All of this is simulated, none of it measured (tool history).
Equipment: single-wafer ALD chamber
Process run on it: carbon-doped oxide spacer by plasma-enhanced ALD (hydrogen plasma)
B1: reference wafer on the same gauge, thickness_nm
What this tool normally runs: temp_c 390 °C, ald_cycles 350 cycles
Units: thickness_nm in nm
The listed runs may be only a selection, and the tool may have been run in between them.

Run 1, hour 0: usual settings; B1 20.94. Result: thickness_nm 17.549 nm.
Run 2, hour 36.7: usual settings but temp_c 401 °C, ald_cycles 373 cycles; B1 20.907. Result: thickness_nm 18.624 nm.
Run 3, hour 68.7: usual settings but temp_c 399 °C, ald_cycles 333 cycles; B1 20.918. Result: thickness_nm 16.66 nm.
Run 4, hour 111.5: usual settings but temp_c 399 °C, ald_cycles 333 cycles; B1 20.831. Result: thickness_nm 16.669 nm.
Run 5, hour 260.9: usual settings but temp_c 399 °C, ald_cycles 333 cycles; B1 20.748. Result: thickness_nm 16.617 nm.
Run 6, hour 293.1: usual settings but ald_cycles 379 cycles; B1 20.714. Result: thickness_nm 18.756 nm.
At hour 326.3: thermocouple changed; heater temperature recalibrated.
At hour 333: gauge calibrated.
Run 7, hour 387.3: usual settings but ald_cycles 379 cycles; B1 21.134. Result: thickness_nm 19.204 nm.
Run 8, hour 434: usual settings but ald_cycles 397 cycles; B1 21.1. Result: thickness_nm 20.135 nm.
Run 9, hour 471.8: usual settings but ald_cycles 397 cycles; B1 21.049. Result: thickness_nm 19.975 nm.
Run 10, hour 513.1: usual settings but temp_c 394 °C, ald_cycles 301 cycles; B1 21.027. Result: thickness_nm 15.167 nm.
Run 11, hour 546.3: usual settings but temp_c 381 °C, ald_cycles 418 cycles; B1 21.024. Result: thickness_nm 21.026 nm.
Run 12, hour 592.2: usual settings but temp_c 384 °C; B1 20.976. Result: thickness_nm 17.606 nm.
Run 13, hour 640.8: usual settings but temp_c 382 °C, ald_cycles 401 cycles; B1 20.928. Result: thickness_nm 20.17 nm.
Run 14, hour 694: usual settings; B1 20.887. Result: thickness_nm 17.553 nm.
Run 15, hour 765.1: usual settings but temp_c 386 °C, ald_cycles 373 cycles; B1 20.828. Result: thickness_nm 18.591 nm.
Run 16, hour 826.6: usual settings but temp_c 394 °C, ald_cycles 329 cycles; B1 20.788. Result: thickness_nm 16.474 nm.

Run 17, settings as shown, results not yet in. Your forecast:
Run 17, hour 891.2: usual settings; B1 ?. Result: thickness_nm ?.

Run 17 produced B1 20.729, thickness_nm 17.514 nm.
With the hidden condition absent and the run-to-run variation left alone, this run would have shown thickness_nm 17.893 nm.

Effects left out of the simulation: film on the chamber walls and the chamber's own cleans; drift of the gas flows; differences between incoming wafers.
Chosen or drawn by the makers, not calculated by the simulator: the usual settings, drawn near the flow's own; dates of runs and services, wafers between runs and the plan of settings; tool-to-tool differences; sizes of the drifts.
